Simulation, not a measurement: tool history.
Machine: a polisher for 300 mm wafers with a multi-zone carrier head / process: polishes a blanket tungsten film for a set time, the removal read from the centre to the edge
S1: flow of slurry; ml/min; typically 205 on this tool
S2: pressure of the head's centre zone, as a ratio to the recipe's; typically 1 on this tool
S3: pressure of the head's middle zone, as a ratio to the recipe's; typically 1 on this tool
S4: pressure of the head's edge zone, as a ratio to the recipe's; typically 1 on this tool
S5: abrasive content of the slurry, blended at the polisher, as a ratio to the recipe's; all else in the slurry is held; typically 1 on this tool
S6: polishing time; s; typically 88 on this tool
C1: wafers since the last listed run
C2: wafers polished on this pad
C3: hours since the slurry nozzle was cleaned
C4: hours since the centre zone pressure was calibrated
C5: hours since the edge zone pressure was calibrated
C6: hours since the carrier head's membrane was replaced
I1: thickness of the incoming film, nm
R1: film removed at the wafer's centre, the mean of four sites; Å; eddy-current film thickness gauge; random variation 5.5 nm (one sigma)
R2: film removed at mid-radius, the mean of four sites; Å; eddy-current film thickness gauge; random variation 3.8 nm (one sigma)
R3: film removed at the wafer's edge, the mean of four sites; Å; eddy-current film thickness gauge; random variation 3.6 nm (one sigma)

run	hour	S1	S2	S3	S4	S5	S6	C1	C2	C3	C4	C5	C6	I1	R1	R2	R3
1	0	205	1	1	1	0.75	88	0	3067	221.6	293.2	364.5	284.2	1489.5	4223	4193	4245
2	52	205	1	1	1	0.8	88	643	3710	273.6	345.2	416.5	336.2	1453.3	4265	4305	4304
3	123.5	205	1	1.05	1	1.1	88	884	4595	345.1	416.7	488	407.7	1469.6	4563	4763	4666
# hour 161.3: edge zone pressure recalibrated
4	167	205	1	1	0.94	1	69	513	5109	388.6	460.2	5.7	451.2	1470.3	3476	3555	3420
5	198.5	205	1	1	1	1	112	389	5498	420.1	491.7	37.2	482.7	1469.9	5438	5718	5749
# hour 221.9: worn pad replaced by a new one
6	265.3	205	1	1	1	1	88	777	536	486.9	558.5	104	549.5	1481.1	4378	4522	4545
7	318.5	155	1.03	1	1	1	101	658	1195	540.1	611.7	157.2	602.7	1458.4	4860	4884	5010
8	386.6	140	1	1.06	1	1.15	103	842	2037	608.2	679.8	225.3	670.8	1468.7	4804	5282	5181
9	445.9	205	1	0.89	1	1	88	733	2771	667.5	739.1	284.6	730.1	1474.3	4242	4125	4572
# hour 457.7: slurry nozzle cleaned
10	479.2	205	1	1	1.08	1	88	399	3171	21.5	772.4	317.9	763.4	1460.1	4392	4508	4747
11	542.7	205	0.97	1	1.04	1	88	785	3956	85	835.9	381.4	826.9	1464.7	4217	4467	4630
12	579.1	145	1	1	1	1	88	450	4407	121.4	872.3	417.8	863.3	1455.7	3950	4208	4275
# hour 613.9: edge zone pressure recalibrated
13	648.1	205	1	1	0.9	1	88	828	5236	190.4	941.3	34.2	932.3	1446.1	4150	4490	4264
14	672.6	205	1	1	1	1	88	303	5539	214.9	965.8	58.7	956.8	1441.5	4133	4539	4560
# hour 688.5: worn pad replaced by a new one
15	728.4	205	1	1	1	1	64	640	494	270.7	1021.6	114.5	1012.6	1482.2	2951	3289	3287
# hour 748.8: centre zone pressure recalibrated
16	767.6	205	1	1	1	1	88	460	954	309.9	18.8	153.7	1051.8	1472.6	4414	4560	4510
17	819.1	205	1	1	1.12	1	88	637	1591	361.4	70.3	205.2	1103.3	1441	4285	4520	4799
18	843.2	205	0.96	1	1	1	88	298	1889	385.5	94.4	229.3	1127.4	1460.6	4261	4507	4508

What does the tool deliver on the next run?
19	906.7	205	1	1.09	1	1	88	785	2675	449	157.9	292.8	1190.9	1452.5	?	?	?

Run 19 gave R1 4399 Å, R2 4855 Å, R3 4511 Å.
With the hidden condition absent and the run-to-run variation left alone, this run would have shown R1 4482 Å, R2 4854 Å, R3 4511 Å.
